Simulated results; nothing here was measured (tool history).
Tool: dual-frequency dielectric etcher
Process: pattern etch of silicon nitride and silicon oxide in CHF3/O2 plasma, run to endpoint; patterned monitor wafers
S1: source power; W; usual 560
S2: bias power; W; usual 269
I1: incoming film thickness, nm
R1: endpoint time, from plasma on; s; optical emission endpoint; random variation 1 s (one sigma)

{"run": 1, "hour": 0.0, "S1": 560, "S2": 269, "I1": 302.5, "R1": 168.2}
{"run": 2, "hour": 32.9, "S1": 560, "S2": 269, "I1": 304.7, "R1": 167.3}
{"run": 3, "hour": 48.9, "S1": 560, "S2": 269, "I1": 309.9, "R1": 171.2}
{"run": 4, "hour": 66.1, "S1": 590, "S2": 269, "I1": 309.3, "R1": 167.6}
{"run": 5, "hour": 87.0, "S1": 560, "S2": 269, "I1": 302, "R1": 167}
{"run": 6, "hour": 122.7, "S1": 560, "S2": 269, "I1": 311.1, "R1": 171}
{"run": 7, "hour": 146.5, "S1": 660, "S2": 269, "I1": 306.3, "R1": 156.8}
{"run": 8, "hour": 171.2, "S1": 660, "S2": 269, "I1": 307.1, "R1": 156.9}
{"run": 9, "hour": 186.2, "S1": 660, "S2": 269, "I1": 304.2, "R1": 157}
{"run": 10, "hour": 216.4, "S1": 560, "S2": 269, "I1": 305.1, "R1": 169.2}
{"run": 11, "hour": 231.4, "S1": 560, "S2": 269, "I1": 305.7, "R1": 167.7}
{"run": 12, "hour": 258.7, "S1": 560, "S2": 269, "I1": 304, "R1": 165.5}
{"run": 13, "hour": 270.9, "S1": 510, "S2": 202, "I1": 306.1, "R1": 186.7}
{"hour": 304.4, "done": "wet clean of the chamber"}
{"run": 14, "hour": 304.9, "S1": 470, "S2": 296, "I1": 305.7, "R1": 173.6}
{"run": 15, "hour": 319.8, "S1": 560, "S2": 269, "I1": 305.6, "R1": 161.9}
{"run": 16, "hour": 339.2, "S1": 560, "S2": 269, "I1": 307.9, "R1": 163.1}
{"hour": 344.0, "done": "source power generator calibrated"}
{"run": 17, "hour": 366.2, "S1": 670, "S2": 216, "I1": 306.6, "R1": 154.7}
{"run": 18, "hour": 395.6, "S1": 650, "S2": 314, "I1": 306.5, "R1": 146.5}
{"hour": 421.6, "done": "upper electrode replaced"}
{"hour": 422.3, "done": "bias power generator calibrated"}
{"hour": 424.5, "done": "wet clean of the chamber, repeated, since the last time left the tool worse"}
{"run": 19, "hour": 425.6, "S1": 590, "S2": 269, "I1": 306.9, "R1": 168}
{"run": 20, "hour": 440.7, "S1": 560, "S2": 269, "I1": 306.9, "R1": 174.1}
{"run": 21, "hour": 468.2, "S1": 690, "S2": 221, "I1": 303.9, "R1": 162.3}
{"run": 22, "hour": 489.9, "S1": 440, "S2": 306, "I1": 304.4, "R1": 184.7}
{"run": 23, "hour": 505.9, "S1": 470, "S2": 269, "I1": 303.2, "R1": 184.3}
{"run": 24, "hour": 538.5, "S1": 450, "S2": 328, "I1": 309.1, "R1": 185.8}
{"run": 25, "hour": 560.6, "S1": 660, "S2": 252, "I1": 306.8, "R1": 163.7}

Forecast each of these 5 alternatives for the next run:
{"run": "A", "hour": 561.1, "S1": 460, "S2": 269, "I1": 306.8, "R1": "?"}
{"run": "B", "hour": 561.1, "S1": 560, "S2": 323, "I1": 306.8, "R1": "?"}
{"run": "C", "hour": 561.1, "S1": 680, "S2": 269, "I1": 306.8, "R1": "?"}
{"run": "D", "hour": 561.1, "S1": 490, "S2": 311, "I1": 306.8, "R1": "?"}
{"run": "E", "hour": 561.1, "S1": 690, "S2": 209, "I1": 306.8, "R1": "?"}

run=A R1=189.5
run=B R1=166.3
run=C R1=158.8
run=D R1=178.3
run=E R1=165.6
Without the tool's hidden state the same runs would have given:
run=A R1=190.5
run=B R1=167.1
run=C R1=159.5
run=D R1=179.2
run=E R1=166.4
